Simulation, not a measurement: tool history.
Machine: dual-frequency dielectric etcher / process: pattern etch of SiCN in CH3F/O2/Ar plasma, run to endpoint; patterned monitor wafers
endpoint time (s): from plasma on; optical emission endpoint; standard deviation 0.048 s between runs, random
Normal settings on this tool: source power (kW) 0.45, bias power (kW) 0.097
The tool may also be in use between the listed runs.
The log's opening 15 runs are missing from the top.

| run | hour | source power (kW) | bias power (kW) | incoming incoming film thickness, nm | endpoint time (s) |
|---|---|---|---|---|---|
| 16 | 361.5 | 0.42 | 0.079 | 7.29 | 15.9 |
| 17 | 377.1 | 0.45 | 0.097 | 7.25 | 14.5 |
| 18 | 410.5 | 0.42 | 0.079 | 7.26 | 15.7 |
|  | 427.4 | bias power generator calibrated |
| 19 | 427.9 | 0.49 | 0.107 | 7.23 | 13.6 |
| 20 | 450.5 | 0.37 | 0.074 | 7.28 | 16.9 |
| 21 | 475.9 | 0.37 | 0.079 | 7.31 | 16.6 |
| 22 | 510.6 | 0.49 | 0.097 | 7.28 | 14.2 |
|  | 546.9 | wet clean of the chamber |
| 23 | 547.4 | 0.45 | 0.097 | 7.37 | 14.7 |
| 24 | 547.8 | 0.51 | 0.084 | 7.3 | 14.6 |
|  | 570.2 | source power generator calibrated |
| 25 | 570.7 | 0.45 | 0.097 | 7.36 | 14.8 |
| 26 | 588.7 | 0.45 | 0.108 | 7.26 | 14.2 |
| 27 | 610.8 | 0.54 | 0.076 | 7.3 | 14.5 |
| 28 | 624.2 | 0.52 | 0.08 | 7.33 | 14.7 |
| 29 | 638.6 | 0.56 | 0.107 | 7.3 | 13.2 |
| 30 | 654.4 | 0.45 | 0.081 | 7.29 | 15.4 |
| 31 | 687.6 | 0.45 | 0.097 | 7.36 | 14.8 |
| 32 | 711 | 0.45 | 0.097 | 7.28 | 14.6 |
| 33 | 743.1 | 0.38 | 0.089 | 7.3 | 16 |
| 34 | 760.7 | 0.37 | 0.079 | 7.26 | 16.6 |
| 35 | 791.3 | 0.39 | 0.117 | 7.31 | 14.6 |
| 36 | 808.7 | 0.45 | 0.097 | 7.31 | 14.7 |

Branching from run 36: 3 alternative next runs. What would each branch give?
| A | 809.1 | 0.45 | 0.109 | 7.3 | ? |
| B | 809.1 | 0.48 | 0.118 | 7.3 | ? |
| C | 809.1 | 0.55 | 0.111 | 7.3 | ? |

| run | endpoint time (s) |
|---|---|
| A | 14.2 |
| B | 13.5 |
| C | 13.1 |
Stripped of hidden state, with their random variation kept, the same runs would have yielded:
| run | endpoint time (s) |
|---|---|
| A | 14.2 |
| B | 13.5 |
| C | 13.1 |

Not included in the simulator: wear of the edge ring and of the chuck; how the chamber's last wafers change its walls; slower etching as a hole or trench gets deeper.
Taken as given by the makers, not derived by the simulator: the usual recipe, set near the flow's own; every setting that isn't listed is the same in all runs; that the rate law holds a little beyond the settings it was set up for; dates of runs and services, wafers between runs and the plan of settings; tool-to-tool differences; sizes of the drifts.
